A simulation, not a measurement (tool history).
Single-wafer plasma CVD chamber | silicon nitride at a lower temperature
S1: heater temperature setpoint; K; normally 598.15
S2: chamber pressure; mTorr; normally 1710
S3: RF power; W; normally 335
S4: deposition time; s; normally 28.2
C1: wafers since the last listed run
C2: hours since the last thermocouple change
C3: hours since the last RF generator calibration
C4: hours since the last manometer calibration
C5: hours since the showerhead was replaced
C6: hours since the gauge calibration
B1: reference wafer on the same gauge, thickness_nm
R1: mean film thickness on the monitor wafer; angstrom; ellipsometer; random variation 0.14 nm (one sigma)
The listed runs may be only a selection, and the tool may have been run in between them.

run,hour,S1,S2,S3,S4,C1,C2,C3,C4,C5,C6,B1,R1
1,0.0,598.15,1710,335,28.2,0,2501.5,891.5,1688.8,4492.1,614.0,37.649,404.38
# hour 30.3: capacitance manometer re-zeroed and calibrated
2,94.0,598.15,1710,335,28.2,2025,2595.5,985.5,63.7,4586.1,708.0,37.594,407.29
3,149.7,598.15,1710,335,28.2,1311,2651.2,1041.2,119.4,4641.8,763.7,37.623,405.86
4,253.7,598.15,1710,335,28.2,2449,2755.2,1145.2,223.4,4745.8,867.7,37.622,405.28
5,299.8,598.15,1710,335,28.2,1085,2801.3,1191.3,269.5,4791.9,913.8,37.620,402.60
# hour 320.5: RF generator calibrated
6,380.6,598.15,1710,335,28.2,1714,2882.1,60.1,350.3,4872.7,994.6,37.563,411.00
# hour 406.4: thermocouple changed; heater temperature recalibrated
7,427.6,606.15,1710,335,28.2,918,21.2,107.1,397.3,4919.7,1041.6,37.576,408.43
8,498.6,598.15,1800,335,28.2,1671,92.2,178.1,468.3,4990.7,1112.6,37.565,412.22
9,579.5,588.15,1710,335,28.2,1905,173.1,259.0,549.2,5071.6,1193.5,37.570,409.31
10,620.4,589.15,1370,315,30.2,963,214.0,299.9,590.1,5112.5,1234.4,37.615,394.95
# hour 658.6: showerhead replaced
11,688.1,607.15,1710,395,25.7,1405,281.7,367.6,657.8,29.5,1302.1,37.618,416.54
12,766.1,589.15,1960,390,28.2,1836,359.7,445.6,735.8,107.5,1380.1,37.573,470.48
13,840.2,598.15,1910,370,32.8,1744,433.8,519.7,809.9,181.6,1454.2,37.623,522.27
14,918.7,598.15,2030,335,31.2,1848,512.3,598.2,888.4,260.1,1532.7,37.606,468.92
15,957.0,598.15,1930,370,28.2,901,550.6,636.5,926.7,298.4,1571.0,37.580,450.67
16,1021.8,594.15,1710,290,28.2,1525,615.4,701.3,991.5,363.2,1635.8,37.607,360.91
# hour 1062.8: gauge calibrated
17,1073.8,598.15,1380,335,28.2,1224,667.4,753.3,1043.5,415.2,11.0,37.623,384.95
18,1128.0,586.15,1710,335,28.2,1276,721.6,807.5,1097.7,469.4,65.2,37.565,404.95
19,1220.8,598.15,1710,300,28.2,2185,814.4,900.3,1190.5,562.2,158.0,37.636,372.51
20,1302.0,598.15,1710,335,30.8,1912,895.6,981.5,1271.7,643.4,239.2,37.629,443.09
# hour 1412.0: RF generator calibrated
21,1439.8,591.15,1900,290,30.1,3056,1033.4,27.8,1409.5,781.2,377.0,37.566,401.05
22,1514.6,598.15,1710,335,28.2,1761,1108.2,102.6,1484.3,856.0,451.8,37.610,409.19
23,1553.0,598.15,1710,300,28.2,904,1146.6,141.0,1522.7,894.4,490.2,37.602,376.29
24,1627.1,598.15,1710,335,28.2,1744,1220.7,215.1,1596.8,968.5,564.3,37.562,407.94
25,1707.3,598.15,1710,335,28.2,1888,1300.9,295.3,1677.0,1048.7,644.5,37.563,408.32
26,1812.6,598.15,1710,335,28.2,2479,1406.2,400.6,1782.3,1154.0,749.8,37.594,405.77
# hour 1843.6: capacitance manometer re-zeroed and calibrated
27,1883.0,584.15,1450,275,24.4,1469,1476.6,471.0,39.4,1224.4,820.2,37.544,287.99
28,1942.3,585.15,1550,365,26.6,1396,1535.9,530.3,98.7,1283.7,879.5,37.541,403.17
29,2023.9,598.15,1980,335,28.2,1921,1617.5,611.9,180.3,1365.3,961.1,37.645,419.56

Branching from run 29: 3 alternative next runs. What would each branch give?
A,2024.3,598.15,1710,335,28.2,9,1617.9,612.3,180.7,1365.7,961.5,?,?
B,2024.3,598.15,1710,385,23.0,9,1617.9,612.3,180.7,1365.7,961.5,?,?
C,2024.3,590.15,2070,335,22.6,9,1617.9,612.3,180.7,1365.7,961.5,?,?

run,B1,R1
A,37.572,402.41
B,37.572,363.36
C,37.572,338.89
With no hidden state in the tool, these same runs would have given:
run,R1
A,407.93
B,368.19
C,343.54

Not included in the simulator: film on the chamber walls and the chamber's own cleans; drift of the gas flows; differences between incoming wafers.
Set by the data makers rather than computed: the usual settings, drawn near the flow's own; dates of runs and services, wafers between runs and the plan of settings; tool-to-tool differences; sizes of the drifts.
